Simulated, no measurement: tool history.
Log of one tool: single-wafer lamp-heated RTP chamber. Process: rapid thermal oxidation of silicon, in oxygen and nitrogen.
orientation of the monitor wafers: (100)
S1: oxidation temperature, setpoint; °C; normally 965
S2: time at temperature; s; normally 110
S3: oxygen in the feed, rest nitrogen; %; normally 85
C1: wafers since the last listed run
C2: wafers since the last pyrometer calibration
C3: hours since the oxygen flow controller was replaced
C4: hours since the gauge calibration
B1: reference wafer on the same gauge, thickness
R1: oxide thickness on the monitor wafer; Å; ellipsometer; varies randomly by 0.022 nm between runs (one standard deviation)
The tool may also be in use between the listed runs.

run   hour   S1   S2  S3    C1    C2      C3     C4     B1     R1
  1      0  948  110  85     0  1907  3713.9  424.8  5.883  57.53
      14.3  -- pyrometer window cleaned and pyrometer calibrated
  2  209.7  954   82  85  1323  1282  3923.6  634.5  5.892  52.06
  3  263.1  954   82  85   350  1632    3977  687.9  5.893  52.22
     273.8  -- pyrometer window cleaned and pyrometer calibrated
  4  308.8  954   82  85   247   229  4022.7  733.6  5.883  50.44
     340.3  -- oxygen flow controller replaced
  5  357.9  944  110  85   269   499    17.6  782.7  5.883  53.65
  6  405.5  965  138  85   312   811    65.2  830.3  5.884  69.91
     412.6  -- gauge calibrated
  7  447.3  965  138  85   274  1086     107   34.7  5.894   70.1
  8  475.8  965  138  85   187  1273   135.5   63.2  5.889  70.61

Estimate the outcome of run 9 from the log above:
  9  536.2  986  84  75  396  1669  195.9  123.6   ?   ?

B1: 5.886
R1: 63.83 Å
If the tool had no hidden condition, the same run with the same run-to-run variation would have returned R1 61.27 Å.
